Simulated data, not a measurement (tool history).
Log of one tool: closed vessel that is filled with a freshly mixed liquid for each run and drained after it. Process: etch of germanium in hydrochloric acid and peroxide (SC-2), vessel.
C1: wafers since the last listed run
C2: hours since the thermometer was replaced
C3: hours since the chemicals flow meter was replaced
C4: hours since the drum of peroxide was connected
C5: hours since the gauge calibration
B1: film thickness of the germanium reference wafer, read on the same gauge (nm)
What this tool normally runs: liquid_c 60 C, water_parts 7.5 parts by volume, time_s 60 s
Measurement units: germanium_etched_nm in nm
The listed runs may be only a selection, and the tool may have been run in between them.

run 1 hour=0 | liquid_c=60 water_parts=7.5 time_s=60 | C1=0 C2=2141.4 C3=359.4 C4=778.1 C5=408.7 | B1=129.99 | germanium_etched_nm=314.78
run 2 hour=71.2 | liquid_c=60 water_parts=7.5 time_s=60 | C1=6146 C2=2212.6 C3=430.6 C4=849.3 C5=479.9 | B1=130 | germanium_etched_nm=315.1
-- hour=106.5 new drum of peroxide connected
run 3 hour=107.8 | liquid_c=60 water_parts=7.5 time_s=60 | C1=3073 C2=2249.2 C3=467.2 C4=1.3 C5=516.5 | B1=130 | germanium_etched_nm=316.33
run 4 hour=157.6 | liquid_c=60 water_parts=7.5 time_s=60 | C1=4299 C2=2299 C3=517 C4=51.1 C5=566.3 | B1=130.02 | germanium_etched_nm=315.67
run 5 hour=260.2 | liquid_c=60 water_parts=7.5 time_s=60 | C1=8857 C2=2401.6 C3=619.6 C4=153.7 C5=668.9 | B1=130.02 | germanium_etched_nm=317.68
run 6 hour=304.3 | liquid_c=60 water_parts=7.5 time_s=60 | C1=3807 C2=2445.7 C3=663.7 C4=197.8 C5=713 | B1=130.01 | germanium_etched_nm=315.05
run 7 hour=353.6 | liquid_c=60 water_parts=7.5 time_s=60 | C1=4256 C2=2495 C3=713 C4=247.1 C5=762.3 | B1=129.99 | germanium_etched_nm=315.87
run 8 hour=423.2 | liquid_c=60 water_parts=7.5 time_s=60 | C1=6008 C2=2564.6 C3=782.6 C4=316.7 C5=831.9 | B1=130.01 | germanium_etched_nm=320.09
-- hour=451.9 thermometer replaced
run 9 hour=494.3 | liquid_c=60 water_parts=7.5 time_s=50 | C1=6051 C2=42.4 C3=853.7 C4=387.8 C5=903 | B1=129.99 | germanium_etched_nm=248.4
run 10 hour=536.6 | liquid_c=60 water_parts=7.5 time_s=50 | C1=3651 C2=84.7 C3=896 C4=430.1 C5=945.3 | B1=130.03 | germanium_etched_nm=248.44
run 11 hour=590.7 | liquid_c=60 water_parts=7.5 time_s=60 | C1=4670 C2=138.8 C3=950.1 C4=484.2 C5=999.4 | B1=130 | germanium_etched_nm=300.77
run 12 hour=624.7 | liquid_c=60 water_parts=7.5 time_s=60 | C1=2935 C2=172.8 C3=984.1 C4=518.2 C5=1033.4 | B1=130.01 | germanium_etched_nm=299.65
run 13 hour=679.5 | liquid_c=67.5 water_parts=10.5 time_s=85 | C1=4730 C2=227.6 C3=1038.9 C4=573 C5=1088.2 | B1=130 | germanium_etched_nm=507.42
run 14 hour=738.3 | liquid_c=60 water_parts=7.5 time_s=60 | C1=5076 C2=286.4 C3=1097.7 C4=631.8 C5=1147 | B1=130 | germanium_etched_nm=300.13
run 15 hour=762.4 | liquid_c=66.5 water_parts=4 time_s=30 | C1=2080 C2=310.5 C3=1121.8 C4=655.9 C5=1171.1 | B1=130 | germanium_etched_nm=186.39
run 16 hour=813.3 | liquid_c=60 water_parts=7.5 time_s=60 | C1=4394 C2=361.4 C3=1172.7 C4=706.8 C5=1222 | B1=130 | germanium_etched_nm=300.24
-- hour=837.2 chemicals flow meter replaced
run 17 hour=862.7 | liquid_c=60 water_parts=7.5 time_s=60 | C1=4178 C2=410.8 C3=25.5 C4=756.2 C5=1271.4 | B1=130 | germanium_etched_nm=300.75
-- hour=864 gauge calibrated
-- hour=893.7 new drum of peroxide connected
run 18 hour=912.4 | liquid_c=54 water_parts=7.5 time_s=60 | C1=4204 C2=460.5 C3=75.2 C4=18.7 C5=48.4 | B1=130 | germanium_etched_nm=253.6
run 19 hour=940.8 | liquid_c=60 water_parts=7.5 time_s=70 | C1=2451 C2=488.9 C3=103.6 C4=47.1 C5=76.8 | B1=129.99 | germanium_etched_nm=352.37
run 20 hour=1004.6 | liquid_c=60 water_parts=7.5 time_s=60 | C1=5507 C2=552.7 C3=167.4 C4=110.9 C5=140.6 | B1=129.97 | germanium_etched_nm=304.07
run 21 hour=1039.9 | liquid_c=56.5 water_parts=7.5 time_s=60 | C1=3047 C2=588 C3=202.7 C4=146.2 C5=175.9 | B1=129.99 | germanium_etched_nm=271.87
run 22 hour=1082.7 | liquid_c=60 water_parts=10.5 time_s=35 | C1=3694 C2=630.8 C3=245.5 C4=189 C5=218.7 | B1=129.98 | germanium_etched_nm=170.71
run 23 hour=1148.7 | liquid_c=60 water_parts=5.5 time_s=35 | C1=5697 C2=696.8 C3=311.5 C4=255 C5=284.7 | B1=130.01 | germanium_etched_nm=180.12
run 24 hour=1175.9 | liquid_c=60 water_parts=7.5 time_s=60 | C1=2348 C2=724 C3=338.7 C4=282.2 C5=311.9 | B1=130 | germanium_etched_nm=302.6

For each entry between runs, how does the tool's hidden state at the last listed run before it compare with that at the first listed run after it?
Run 2 -> run 3: new drum of peroxide connected (hour 106.5)
  liquid hotter than its thermometer reads (K): 2.07 -> 2.1
  difference, measured minus the result without the unlogged condition, germanium_etched_nm: +18.7 -> +19.04 nm
Run 8 -> run 9: thermometer replaced (hour 451.9)
  liquid hotter than its thermometer reads (K): 2.38 -> 0.198
  difference, measured minus the result without the unlogged condition, germanium_etched_nm: +21.72 -> +1.48 nm
Run 16 -> run 17: chemicals flow meter replaced (hour 837.2)
  liquid hotter than its thermometer reads (K): 0.48 -> 0.524
  difference, measured minus the result without the unlogged condition, germanium_etched_nm: +4.25 -> +4.61 nm
Run 17 -> run 18: gauge calibrated (hour 864); new drum of peroxide connected (hour 893.7)
  liquid hotter than its thermometer reads (K): 0.524 -> 0.568
  difference, measured minus the result without the unlogged condition, germanium_etched_nm: +4.61 -> +4.42 nm
